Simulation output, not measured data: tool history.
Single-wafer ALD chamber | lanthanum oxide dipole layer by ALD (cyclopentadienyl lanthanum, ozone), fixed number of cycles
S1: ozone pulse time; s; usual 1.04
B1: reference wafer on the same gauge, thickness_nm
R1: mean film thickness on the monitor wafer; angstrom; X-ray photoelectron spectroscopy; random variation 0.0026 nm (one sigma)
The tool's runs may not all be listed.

run 1 hour=0.0 | S1=1.20 | B1=0.595 | R1=5.41
run 2 hour=65.7 | S1=1.20 | B1=0.595 | R1=5.30
run 3 hour=269.4 | S1=1.20 | B1=0.594 | R1=5.37
run 4 hour=334.6 | S1=1.04 | B1=0.595 | R1=5.17
run 5 hour=430.5 | S1=1.04 | B1=0.597 | R1=5.17
run 6 hour=529.9 | S1=1.28 | B1=0.596 | R1=5.37
run 7 hour=607.8 | S1=1.04 | B1=0.596 | R1=5.18
run 8 hour=655.5 | S1=1.37 | B1=0.595 | R1=5.39
run 9 hour=758.1 | S1=1.37 | B1=0.594 | R1=5.44
run 10 hour=811.8 | S1=1.37 | B1=0.595 | R1=5.46
run 11 hour=871.3 | S1=1.04 | B1=0.595 | R1=5.09
run 12 hour=954.2 | S1=1.04 | B1=0.595 | R1=5.06
run 13 hour=1003.0 | S1=1.04 | B1=0.595 | R1=5.08
run 14 hour=1072.9 | S1=1.04 | B1=0.595 | R1=5.08
run 15 hour=1177.8 | S1=0.74 | B1=0.594 | R1=4.64
run 16 hour=1223.5 | S1=1.45 | B1=0.596 | R1=5.46
run 17 hour=1301.3 | S1=1.04 | B1=0.595 | R1=5.10
run 18 hour=1382.0 | S1=1.04 | B1=0.595 | R1=4.82
run 19 hour=1441.6 | S1=1.37 | B1=0.595 | R1=5.20
run 20 hour=1523.3 | S1=0.73 | B1=0.594 | R1=4.32
run 21 hour=1623.1 | S1=1.41 | B1=0.596 | R1=5.20
run 22 hour=1663.9 | S1=0.70 | B1=0.594 | R1=4.26
run 23 hour=1725.7 | S1=1.04 | B1=0.594 | R1=5.23
run 24 hour=1803.5 | S1=0.78 | B1=0.594 | R1=4.86
run 25 hour=1871.6 | S1=1.43 | B1=0.595 | R1=5.53
run 26 hour=1930.3 | S1=1.36 | B1=0.594 | R1=5.47
run 27 hour=1982.0 | S1=0.93 | B1=0.594 | R1=5.05
run 28 hour=2085.1 | S1=1.30 | B1=0.595 | R1=5.43

Taken out of this log: 5 entries between the listed runs. Where each belongs, and how the hidden state differs across it:
Between runs 10 and 11: showerhead replaced (hour 828.1)
  ozone dose above that of a generator just serviced (%): -11.1 -> -11.6
  measured less the result without the state, R1: -0.11 -> -0.14 angstrom
Between runs 13 and 14: gauge calibrated (hour 1042.7)
  ozone dose above that of a generator just serviced (%): -12.7 -> -13.4
  measured less the result without the state, R1: -0.15 -> -0.16 angstrom
Between runs 17 and 18: ozone generator serviced (hour 1343.0)
  ozone dose above that of a generator just serviced (%): -15.4 -> -31.3
  measured less the result without the state, R1: -0.19 -> -0.44 angstrom
Between runs 20 and 21: thermocouple changed; heater temperature recalibrated (hour 1568.8)
  ozone dose above that of a generator just serviced (%): -32.5 -> -33.4
  measured less the result without the state, R1: -0.53 -> -0.37 angstrom
Between runs 22 and 23: ozone generator serviced, repeated, since the last time left the tool worse (hour 1696.8)
  ozone dose above that of a generator just serviced (%): -33.7 -> -3.77
  measured less the result without the state, R1: -0.56 -> -0.04 angstrom

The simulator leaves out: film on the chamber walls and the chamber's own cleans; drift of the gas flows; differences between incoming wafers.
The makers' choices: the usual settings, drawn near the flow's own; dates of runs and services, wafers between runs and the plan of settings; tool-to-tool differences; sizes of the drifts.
